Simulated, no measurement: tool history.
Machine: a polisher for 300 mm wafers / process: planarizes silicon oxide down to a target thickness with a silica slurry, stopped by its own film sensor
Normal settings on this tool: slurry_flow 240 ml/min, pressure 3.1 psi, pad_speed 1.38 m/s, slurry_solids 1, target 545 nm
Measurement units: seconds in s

run	hour	slurry_flow	pressure	pad_speed	slurry_solids	target	wafers since the last listed run	wafers polished on this pad	hours since the slurry nozzle was cleaned	hours since the head pressure was calibrated	hours since the slurry blender was calibrated	hours since the conditioning disc was replaced	incoming thickness of the incoming film, nm	seconds
1	0	190	3.1	1.38	1	545	0	381	545.8	870.8	198.6	469.7	967	148.8
# hour 13.9: slurry nozzle cleaned
# hour 40.7: head pressure recalibrated
2	52.6	190	3.1	1.38	1	545	267	649	38.7	11.9	251.2	522.3	968	155.3
# hour 57.3: slurry blender recalibrated
# hour 63: worn pad replaced by a new one
3	67.1	240	3.1	1.38	1	545	45	22	53.2	26.4	9.8	536.8	940.6	148.4
4	78.1	240	3.1	1.38	1	545	59	81	64.2	37.4	20.8	547.8	952.3	153.2
5	94.2	240	3.1	1.38	1	545	86	168	80.3	53.5	36.9	563.9	968.7	160.4
# hour 106.2: conditioning disc replaced and pad reconditioned
6	108.6	240	3.1	1.38	1	545	66	235	94.7	67.9	51.3	2.4	969.2	160.1
7	120.4	290	3.1	1.38	1	545	63	299	106.5	79.7	63.1	14.2	964.7	156.9
8	131.7	290	3.1	1.38	1	545	61	360	117.8	91	74.4	25.5	951.5	149.6
# hour 138.2: worn pad replaced by a new one, repeated, since the last time left the tool worse
9	141	240	4	1.38	0.85	545	28	15	127.1	100.3	83.7	34.8	964.7	121.7
10	150.5	315	3.1	1.38	1.2	545	51	66	136.6	109.8	93.2	44.3	979.6	132
11	159.5	240	3.5	1.38	1	475	48	115	145.6	118.8	102.2	53.3	939.8	141.5
12	171.1	290	3.1	1.38	0.8	405	62	177	157.2	130.4	113.8	64.9	970.8	215.2
13	179.8	290	3.1	1.38	0.8	405	47	224	165.9	139.1	122.5	73.6	955.1	207.9
14	187.9	240	3.1	1.38	0.8	545	43	268	174	147.2	130.6	81.7	966.7	165.9
15	195.3	240	3.1	1.38	1	545	39	308	181.4	154.6	138	89.1	967.4	147.2
16	209.2	210	3.1	1.18	1	585	75	383	195.3	168.5	151.9	103	962.3	150.9
17	218.3	290	3.1	1.38	1.15	545	49	432	204.4	177.6	161	112.1	948.7	128.4
18	224.4	240	3.1	1.38	1	545	32	465	210.5	183.7	167.1	118.2	948.4	140.3
19	269.3	240	3.1	1.38	1	473	242	708	255.4	228.6	212	163.1	970.5	177.6
20	282.3	240	3.1	1.38	1	545	70	778	268.4	241.6	225	176.1	949.8	145.6
21	292.2	240	3.1	1.38	1	404	53	832	278.3	251.5	234.9	186	947.5	196.5
22	304.1	240	3.5	1.2	1.2	545	64	896	290.2	263.4	246.8	197.9	942	131
# hour 309.5: worn pad replaced by a new one
23	316.7	240	3.1	1.38	0.9	448	46	38	302.8	276	259.4	210.5	954.3	185.2
# hour 321.9: slurry blender recalibrated
24	328.2	240	3.1	1.62	1	413	51	90	314.3	287.5	6.3	222	959	164.1
25	344.2	285	3.1	1.38	1.15	635	86	176	330.3	303.5	22.3	238	963.8	104.7
26	350.9	240	3.1	1.38	1	545	36	212	337	310.2	29	244.7	969.3	148.1

Predict each of these 3 candidate next runs independently; none follows another, all start after run 26:
A	351.4	320	3.1	1.38	1	545	2	215	337.5	310.7	29.5	245.2	951.3	?
B	351.4	240	3.1	1.82	0.9	545	2	215	337.5	310.7	29.5	245.2	951.3	?
C	351.4	240	3.1	1.38	1	665	2	215	337.5	310.7	29.5	245.2	951.3	?

run	seconds
A	137.4
B	119.8
C	99.6
Take away the tool's hidden state, keep each run's random variation, and the runs would have read:
run	seconds
A	136.5
B	119.1
C	99

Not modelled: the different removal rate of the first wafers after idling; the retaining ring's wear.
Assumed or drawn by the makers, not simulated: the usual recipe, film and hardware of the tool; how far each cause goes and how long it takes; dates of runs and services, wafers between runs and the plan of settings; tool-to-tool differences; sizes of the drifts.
